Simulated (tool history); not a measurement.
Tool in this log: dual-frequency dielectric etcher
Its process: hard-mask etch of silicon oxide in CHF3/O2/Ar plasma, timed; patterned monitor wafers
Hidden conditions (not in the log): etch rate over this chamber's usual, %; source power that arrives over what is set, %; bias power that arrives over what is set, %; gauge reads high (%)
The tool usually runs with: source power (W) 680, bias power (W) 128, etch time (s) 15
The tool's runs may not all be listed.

run,day,source power (W),bias power (W),etch time (s),wafers since the last listed run,hours since the last wet clean,hours since the last source power generator calibration,hours since the last bias power generator calibration,hours since the last upper electrode change,hours since the gauge calibration,"read-back reference wafer on the same gauge, depth_nm",mean etch depth across the wafer (Å)
1,0,680,128,15,0,460.4,2602.2,2923.1,3852.6,1367.5,28.01,261.1
# day 2.358: wet clean of the chamber
2,3.825,680,128,15,899,35.2,2694,3014.9,3944.4,1459.3,27.98,269.3
3,8.208,680,128,15,1395,140.4,2799.2,3120.1,4049.6,1564.5,27.99,268.2
4,9.962,680,128,15,558,182.5,2841.3,3162.2,4091.7,1606.6,28,269.2
5,13.246,680,128,15,1045,261.3,2920.1,3241,4170.5,1685.4,27.98,267.4
6,16.5,680,128,15,1035,339.4,2998.2,3319.1,4248.6,1763.5,28.02,267.1
7,19.5,680,128,15,954,411.4,3070.2,3391.1,4320.6,1835.5,28.01,264.6
8,21.675,770,128,15,692,463.6,3122.4,3443.3,4372.8,1887.7,28.01,272.5
# day 23.725: upper electrode replaced
# day 25.804: wet clean of the chamber
9,25.825,770,128,15,684,0.5,3222,3542.9,50.4,1987.3,28,277.9
10,28.6,770,128,15,883,67.1,3288.6,3609.5,117,2053.9,27.98,276
11,30.542,680,128,15,618,113.7,3335.2,3656.1,163.6,2100.5,28,268.2
# day 32.275: bias power generator calibrated
12,32.296,780,128,18,505,155.8,3377.3,0.5,205.7,2142.6,27.99,330.9
13,34.304,680,113,15,639,204,3425.5,48.7,253.9,2190.8,28,258.5
14,36.204,680,113,15,604,249.6,3471.1,94.3,299.5,2236.4,27.99,257.8
# day 38.046: source power generator calibrated
15,39.775,560,128,11,1083,335.3,41.5,180,385.2,2322.1,28.01,186.3
16,43.058,750,158,18.5,1045,414.1,120.3,258.8,464,2400.9,28.01,348.9
17,45.667,820,149,15,830,476.7,182.9,321.4,526.6,2463.5,28,284.2
18,49.158,680,137,16.5,1111,560.5,266.7,405.2,610.4,2547.3,27.99,289.2
# day 50.383: wet clean of the chamber
19,52.708,680,149,11.5,811,55.8,351.9,490.4,695.6,2632.5,27.99,213.6
20,63,850,128,11.5,3276,302.8,598.9,737.4,942.6,2879.5,28.01,214.4
# day 63.879: gauge calibrated
21,66.767,680,141,15,1198,393.2,689.3,827.8,1033,69.3,28,269.4
22,70.854,620,128,15,1301,491.3,787.4,925.9,1131.1,167.4,28,256.6
# day 72.658: wet clean of the chamber
23,73.783,680,128,15,614,27,857.7,996.2,1201.4,237.7,28.01,271.8
24,77.108,510,158,16.5,1058,106.8,937.5,1076,1281.2,317.5,28,297.2
25,80.729,600,117,17.5,1152,193.7,1024.4,1162.9,1368.1,404.4,27.99,298.6
26,82.683,680,128,15,622,240.6,1071.3,1209.8,1415,451.3,27.98,270.3
27,85.562,680,119,15,916,309.7,1140.4,1278.9,1484.1,520.4,27.99,262.5
28,89.983,760,109,11.5,1407,415.8,1246.5,1385,1590.2,626.5,28.01,202.8
29,92.746,680,128,15,879,482.1,1312.8,1451.3,1656.5,692.8,28,265.7
30,95.088,740,128,13,745,538.3,1369,1507.5,1712.7,749,28.03,232.7

Alternative continuations, all from the tool just after run 30; predict every row:
A,95.104,750,128,15,5,538.7,1369.4,1507.9,1713.1,749.4,?,?
B,95.104,600,149,15,5,538.7,1369.4,1507.9,1713.1,749.4,?,?
C,95.104,770,102,16.5,5,538.7,1369.4,1507.9,1713.1,749.4,?,?

run,"read-back reference wafer on the same gauge, depth_nm",mean etch depth across the wafer (Å)
A,28,269.4
B,28,266.4
C,28,283.5
Without the tool's hidden state the same runs would have given:
run,mean etch depth across the wafer (Å)
A,276.6
B,273.6
C,291.1
